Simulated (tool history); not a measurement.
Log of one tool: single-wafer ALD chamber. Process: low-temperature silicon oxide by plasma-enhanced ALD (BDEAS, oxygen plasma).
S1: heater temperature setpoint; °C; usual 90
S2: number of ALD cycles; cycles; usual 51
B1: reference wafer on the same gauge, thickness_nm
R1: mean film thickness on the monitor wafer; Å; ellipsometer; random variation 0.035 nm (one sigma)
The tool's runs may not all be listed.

run,hour,S1,S2,B1,R1
1,0.0,90,51,7.990,75.74
2,36.0,90,51,8.002,75.49
3,102.5,90,51,7.989,75.81
4,146.6,90,51,7.991,75.30
5,173.9,98,51,8.001,73.37
6,234.1,98,51,7.988,73.51
7,301.7,98,51,8.001,73.13
8,358.6,90,51,7.987,76.76
9,415.5,90,51,8.010,76.03
10,474.4,90,51,8.004,76.45
11,510.8,90,51,8.002,76.08
12,545.2,90,51,8.000,77.39
13,581.4,90,51,7.992,76.66
14,619.7,90,58,7.998,87.61
15,657.7,90,57,7.989,86.03
16,698.5,99,42,8.021,61.72
17,755.2,90,51,7.996,77.05
18,816.4,90,51,8.016,74.53
19,867.3,104,51,8.006,71.33
20,921.1,98,51,8.003,71.98
21,977.0,95,60,8.000,85.27
22,1047.4,85,42,8.002,62.85
23,1088.3,104,48,8.000,66.97
24,1247.2,79,54,8.006,82.28
25,1349.8,90,51,7.999,74.76
26,1382.9,103,59,8.005,83.00
27,1441.9,85,60,8.020,89.67
28,1509.7,96,46,8.001,66.21
29,1581.5,98,44,8.002,62.58
30,1638.5,99,59,7.990,83.51

Not shown: 2 entries that the log had between the listed runs. Between which runs, and how does the tool's hidden state differ before and after?
Between runs 17 and 18: thermocouple changed; heater temperature recalibrated (hour 791.0)
  wafer temperature above the value expected at the setpoint (K): -7.98 -> 0.604
  measured less the result without the state, R1: +2.37 -> -0.18 Å
Between runs 23 and 24: gauge calibrated (hour 1089.4)
  wafer temperature above the value expected at the setpoint (K): 0.394 -> 0.107
  measured less the result without the state, R1: -0.06 -> -0.03 Å
